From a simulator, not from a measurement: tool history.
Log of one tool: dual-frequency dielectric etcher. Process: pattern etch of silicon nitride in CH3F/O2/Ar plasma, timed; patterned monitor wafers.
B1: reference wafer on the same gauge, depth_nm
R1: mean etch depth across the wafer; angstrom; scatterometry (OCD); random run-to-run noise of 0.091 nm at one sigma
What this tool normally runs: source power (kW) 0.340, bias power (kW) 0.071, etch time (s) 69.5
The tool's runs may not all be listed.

Run 1, hour 0.0: usual settings but bias power (kW) 0.062; B1 45.40. Result: R1 388.0 angstrom.
Run 2, hour 38.5: usual settings but bias power (kW) 0.062; B1 45.41. Result: R1 387.9 angstrom.
Run 3, hour 100.3: usual settings; B1 45.44. Result: R1 407.4 angstrom.
Run 4, hour 155.2: usual settings; B1 45.36. Result: R1 406.4 angstrom.
Run 5, hour 218.0: usual settings; B1 45.41. Result: R1 404.9 angstrom.
Run 6, hour 261.1: usual settings but bias power (kW) 0.078, etch time (s) 60.5; B1 45.44. Result: R1 379.2 angstrom.
Run 7, hour 305.9: usual settings but source power (kW) 0.300, etch time (s) 88.0; B1 45.39. Result: R1 504.5 angstrom.
Run 8, hour 334.1: usual settings but source power (kW) 0.400, bias power (kW) 0.060, etch time (s) 85.5; B1 45.41. Result: R1 510.5 angstrom.
Run 9, hour 386.6: usual settings but bias power (kW) 0.060, etch time (s) 48.5; B1 45.43. Result: R1 270.6 angstrom.
Run 10, hour 445.4: usual settings but source power (kW) 0.360, bias power (kW) 0.062, etch time (s) 78.5; B1 45.41. Result: R1 453.4 angstrom.
Run 11, hour 484.0: usual settings but source power (kW) 0.300, bias power (kW) 0.063; B1 45.43. Result: R1 373.2 angstrom.
Run 12, hour 540.5: usual settings; B1 45.42. Result: R1 412.9 angstrom.
Run 13, hour 587.1: usual settings; B1 45.36. Result: R1 410.6 angstrom.
Run 14, hour 621.3: usual settings but source power (kW) 0.380, bias power (kW) 0.087, etch time (s) 78.0; B1 45.36. Result: R1 526.4 angstrom.
Run 15, hour 662.0: usual settings but source power (kW) 0.380; B1 45.42. Result: R1 427.5 angstrom.
Run 16, hour 704.3: usual settings but etch time (s) 80.5; B1 45.41. Result: R1 482.8 angstrom.
Run 17, hour 756.3: usual settings; B1 45.39. Result: R1 414.7 angstrom.
Run 18, hour 789.6: usual settings but source power (kW) 0.410, bias power (kW) 0.088, etch time (s) 57.0; B1 45.39. Result: R1 402.8 angstrom.
Run 19, hour 814.3: usual settings but bias power (kW) 0.058, etch time (s) 51.0; B1 45.38. Result: R1 278.2 angstrom.
Run 20, hour 861.4: usual settings but source power (kW) 0.280; B1 45.44. Result: R1 381.9 angstrom.
Run 21, hour 904.7: usual settings but source power (kW) 0.360, bias power (kW) 0.062, etch time (s) 78.5; B1 45.40. Result: R1 447.8 angstrom.
Run 22, hour 965.9: usual settings but source power (kW) 0.370, etch time (s) 78.0; B1 45.41. Result: R1 477.0 angstrom.
Run 23, hour 1008.1: usual settings but bias power (kW) 0.065, etch time (s) 54.0; B1 45.42. Result: R1 307.2 angstrom.
Run 24, hour 1061.7: usual settings; B1 45.43. Result: R1 408.3 angstrom.
Run 25, hour 1111.3: usual settings; B1 45.42. Result: R1 405.7 angstrom.
Run 26, hour 1142.0: usual settings but bias power (kW) 0.083, etch time (s) 78.0; B1 45.39. Result: R1 486.8 angstrom.
Run 27, hour 1211.7: usual settings but etch time (s) 55.0; B1 45.42. Result: R1 332.8 angstrom.
Run 28, hour 1266.1: usual settings but source power (kW) 0.400, etch time (s) 60.0; B1 45.41. Result: R1 385.2 angstrom.
Run 29, hour 1304.6: usual settings; B1 45.41. Result: R1 417.9 angstrom.

Removed from this log: 4 entries logged between the listed runs. Between which two listed runs does each belong, and how does the tool's hidden state at the listed run before it compare with that at the listed run after it?
Between runs 5 and 6: wet clean of the chamber (hour 246.9)
  etch rate over this chamber's usual, %: -2.92 -> 0.51; source power that arrives over what is set, %: 0.594 -> 0.639
  measured result minus the result with no hidden state, R1: -11.2 -> +2.9 angstrom
Between runs 9 and 10: gauge calibrated (hour 428.2)
  etch rate over this chamber's usual, %: -0.325 -> -0.716; source power that arrives over what is set, %: 0.772 -> 0.834
  measured result minus the result with no hidden state, R1: +0.0 -> -1.8 angstrom
Between runs 15 and 16: wet clean of the chamber (hour 703.8)
  etch rate over this chamber's usual, %: -2.16 -> -0.426; source power that arrives over what is set, %: 1.06 -> 1.11
  measured result minus the result with no hidden state, R1: -7.6 -> +0.0 angstrom
Between runs 26 and 27: wet clean of the chamber (hour 1176.3)
  etch rate over this chamber's usual, %: -3.34 -> -0.0176; source power that arrives over what is set, %: 1.57 -> 1.64
  measured result minus the result with no hidden state, R1: -13.7 -> +2.1 angstrom
